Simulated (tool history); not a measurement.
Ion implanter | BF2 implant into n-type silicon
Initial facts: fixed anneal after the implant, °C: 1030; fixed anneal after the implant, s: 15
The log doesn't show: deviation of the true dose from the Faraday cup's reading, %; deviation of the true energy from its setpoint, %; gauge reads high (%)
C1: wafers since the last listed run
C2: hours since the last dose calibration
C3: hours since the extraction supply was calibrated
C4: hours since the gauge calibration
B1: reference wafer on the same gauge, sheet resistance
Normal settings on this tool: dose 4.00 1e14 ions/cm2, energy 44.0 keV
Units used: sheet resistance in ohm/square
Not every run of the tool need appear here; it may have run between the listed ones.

Run 1, hour 0.0: usual settings but dose 4.65 1e14 ions/cm2, energy 38.5 keV; C1 0; C2 423.1; C3 1996.1; C4 636.1; B1 322.25. Result: sheet resistance 250.53 ohm/square.
Run 2, hour 12.5: usual settings but dose 3.52 1e14 ions/cm2; C1 274; C2 435.6; C3 2008.6; C4 648.6; B1 321.86. Result: sheet resistance 314.56 ohm/square.
Run 3, hour 40.6: usual settings but dose 3.52 1e14 ions/cm2; C1 616; C2 463.7; C3 2036.7; C4 676.7; B1 322.16. Result: sheet resistance 314.45 ohm/square.
Run 4, hour 53.0: usual settings but dose 3.22 1e14 ions/cm2; C1 272; C2 476.1; C3 2049.1; C4 689.1; B1 322.85. Result: sheet resistance 339.52 ohm/square.
Run 5, hour 88.8: usual settings but dose 4.65 1e14 ions/cm2, energy 36.0 keV; C1 785; C2 511.9; C3 2084.9; C4 724.9; B1 322.54. Result: sheet resistance 254.40 ohm/square.
Run 6, hour 122.0: usual settings but dose 4.65 1e14 ions/cm2, energy 36.0 keV; C1 728; C2 545.1; C3 2118.1; C4 758.1; B1 322.98. Result: sheet resistance 254.15 ohm/square.
Run 7, hour 145.7: usual settings but dose 4.65 1e14 ions/cm2, energy 36.0 keV; C1 520; C2 568.8; C3 2141.8; C4 781.8; B1 323.59. Result: sheet resistance 253.77 ohm/square.
Run 8, hour 177.8: usual settings but energy 47.5 keV; C1 704; C2 600.9; C3 2173.9; C4 813.9; B1 323.80. Result: sheet resistance 282.65 ohm/square.
Run 9, hour 195.3: usual settings but dose 4.29 1e14 ions/cm2, energy 49.0 keV; C1 384; C2 618.4; C3 2191.4; C4 831.4; B1 323.78. Result: sheet resistance 264.95 ohm/square.
Run 10, hour 219.0: usual settings but dose 4.29 1e14 ions/cm2, energy 49.0 keV; C1 520; C2 642.1; C3 2215.1; C4 855.1; B1 324.37. Result: sheet resistance 266.75 ohm/square.
Run 11, hour 286.3: usual settings; C1 1477; C2 709.4; C3 2282.4; C4 922.4; B1 325.07. Result: sheet resistance 283.94 ohm/square.
At hour 301.1: Faraday cup replaced and dose calibrated.
Run 12, hour 301.6: usual settings; C1 160; C2 0.5; C3 2297.7; C4 937.7; B1 324.91. Result: sheet resistance 283.88 ohm/square.
Run 13, hour 322.3: usual settings; C1 454; C2 21.2; C3 2318.4; C4 958.4; B1 325.31. Result: sheet resistance 283.15 ohm/square.
At hour 326.2: gauge calibrated.
Run 14, hour 348.1: usual settings; C1 566; C2 47.0; C3 2344.2; C4 21.9; B1 319.90. Result: sheet resistance 279.75 ohm/square.
Run 15, hour 362.8: usual settings; C1 322; C2 61.7; C3 2358.9; C4 36.6; B1 319.87. Result: sheet resistance 280.00 ohm/square.
Run 16, hour 376.0: usual settings but dose 5.14 1e14 ions/cm2; C1 289; C2 74.9; C3 2372.1; C4 49.8; B1 320.51. Result: sheet resistance 225.81 ohm/square.
Run 17, hour 410.7: usual settings but energy 58.5 keV; C1 761; C2 109.6; C3 2406.8; C4 84.5; B1 320.14. Result: sheet resistance 272.67 ohm/square.
Run 18, hour 424.7: usual settings but dose 3.57 1e14 ions/cm2, energy 55.5 keV; C1 307; C2 123.6; C3 2420.8; C4 98.5; B1 320.48. Result: sheet resistance 301.28 ohm/square.
Run 19, hour 441.5: usual settings; C1 368; C2 140.4; C3 2437.6; C4 115.3; B1 319.87. Result: sheet resistance 280.44 ohm/square.
Run 20, hour 460.1: usual settings but dose 4.96 1e14 ions/cm2; C1 408; C2 159.0; C3 2456.2; C4 133.9; B1 320.29. Result: sheet resistance 232.97 ohm/square.
Run 21, hour 556.0: usual settings but energy 40.0 keV; C1 2105; C2 254.9; C3 2552.1; C4 229.8; B1 320.62. Result: sheet resistance 283.21 ohm/square.
Run 22, hour 568.9: usual settings but dose 4.55 1e14 ions/cm2, energy 52.5 keV; C1 283; C2 267.8; C3 2565.0; C4 242.7; B1 320.39. Result: sheet resistance 247.05 ohm/square.
Run 23, hour 583.4: usual settings but dose 4.81 1e14 ions/cm2; C1 318; C2 282.3; C3 2579.5; C4 257.2; B1 320.57. Result: sheet resistance 239.40 ohm/square.
Run 24, hour 601.0: usual settings but dose 5.09 1e14 ions/cm2, energy 31.5 keV; C1 386; C2 299.9; C3 2597.1; C4 274.8; B1 321.14. Result: sheet resistance 236.66 ohm/square.
Run 25, hour 627.6: usual settings but dose 4.96 1e14 ions/cm2, energy 33.5 keV; C1 583; C2 326.5; C3 2623.7; C4 301.4; B1 320.86. Result: sheet resistance 239.70 ohm/square.
Run 26, hour 640.0: usual settings but dose 5.00 1e14 ions/cm2, energy 37.0 keV; C1 272; C2 338.9; C3 2636.1; C4 313.8; B1 320.53. Result: sheet resistance 235.66 ohm/square.
Run 27, hour 655.4: usual settings but dose 3.39 1e14 ions/cm2, energy 36.5 keV; C1 338; C2 354.3; C3 2651.5; C4 329.2; B1 320.66. Result: sheet resistance 329.71 ohm/square.
Run 28, hour 679.3: usual settings but energy 39.5 keV; C1 524; C2 378.2; C3 2675.4; C4 353.1; B1 320.91. Result: sheet resistance 283.62 ohm/square.
Run 29, hour 707.2: usual settings but dose 3.31 1e14 ions/cm2, energy 54.0 keV; C1 612; C2 406.1; C3 2703.3; C4 381.0; B1 321.21. Result: sheet resistance 322.65 ohm/square.
Run 30, hour 741.0: usual settings but dose 4.65 1e14 ions/cm2, energy 50.0 keV; C1 741; C2 439.9; C3 2737.1; C4 414.8; B1 321.02. Result: sheet resistance 246.16 ohm/square.
Run 31, hour 761.1: usual settings but dose 2.96 1e14 ions/cm2, energy 49.5 keV; C1 441; C2 460.0; C3 2757.2; C4 434.9; B1 321.42. Result: sheet resistance 357.78 ohm/square.
At hour 833.6: extraction supply calibrated.
Run 32, hour 866.4: usual settings but dose 2.80 1e14 ions/cm2; C1 2135; C2 565.3; C3 32.8; C4 540.2; B1 322.07. Result: sheet resistance 380.57 ohm/square.
At hour 932.8: Faraday cup replaced and dose calibrated.
Run 33, hour 938.8: usual settings but energy 53.5 keV; C1 1413; C2 6.0; C3 105.2; C4 612.6; B1 322.67. Result: sheet resistance 276.46 ohm/square.
Run 34, hour 967.8: usual settings; C1 636; C2 35.0; C3 134.2; C4 641.6; B1 322.57. Result: sheet resistance 281.61 ohm/square.
Run 35, hour 1003.6: usual settings; C1 785; C2 70.8; C3 170.0; C4 677.4; B1 322.86. Result: sheet resistance 283.01 ohm/square.
Run 36, hour 1084.8: usual settings but dose 4.77 1e14 ions/cm2, energy 55.5 keV; C1 1782; C2 152.0; C3 251.2; C4 758.6; B1 323.49. Result: sheet resistance 239.22 ohm/square.
Run 37, hour 1100.7: usual settings; C1 349; C2 167.9; C3 267.1; C4 774.5; B1 323.57. Result: sheet resistance 284.35 ohm/square.
Run 38, hour 1131.9: usual settings but dose 4.61 1e14 ions/cm2, energy 51.5 keV; C1 684; C2 199.1; C3 298.3; C4 805.7; B1 323.86. Result: sheet resistance 248.20 ohm/square.

3 ways to go on from here, each from the tool as it stands after run 38. What would each give?
Run A, hour 1132.3: usual settings; C1 8; C2 199.5; C3 298.7; C4 806.1; B1 ?. Result: sheet resistance ?.
Run B, hour 1132.3: usual settings but dose 4.63 1e14 ions/cm2, energy 54.5 keV; C1 8; C2 199.5; C3 298.7; C4 806.1; B1 ?. Result: sheet resistance ?.
Run C, hour 1132.3: usual settings but dose 3.65 1e14 ions/cm2, energy 49.0 keV; C1 8; C2 199.5; C3 298.7; C4 806.1; B1 ?. Result: sheet resistance ?.

run      B1  sheet resistance
  A  323.94            284.89
  B  323.94            247.03
  C  323.94            304.60
What these runs would have given with no unlogged condition in the tool:
run  sheet resistance
  A            280.54
  B            243.26
  C            299.95
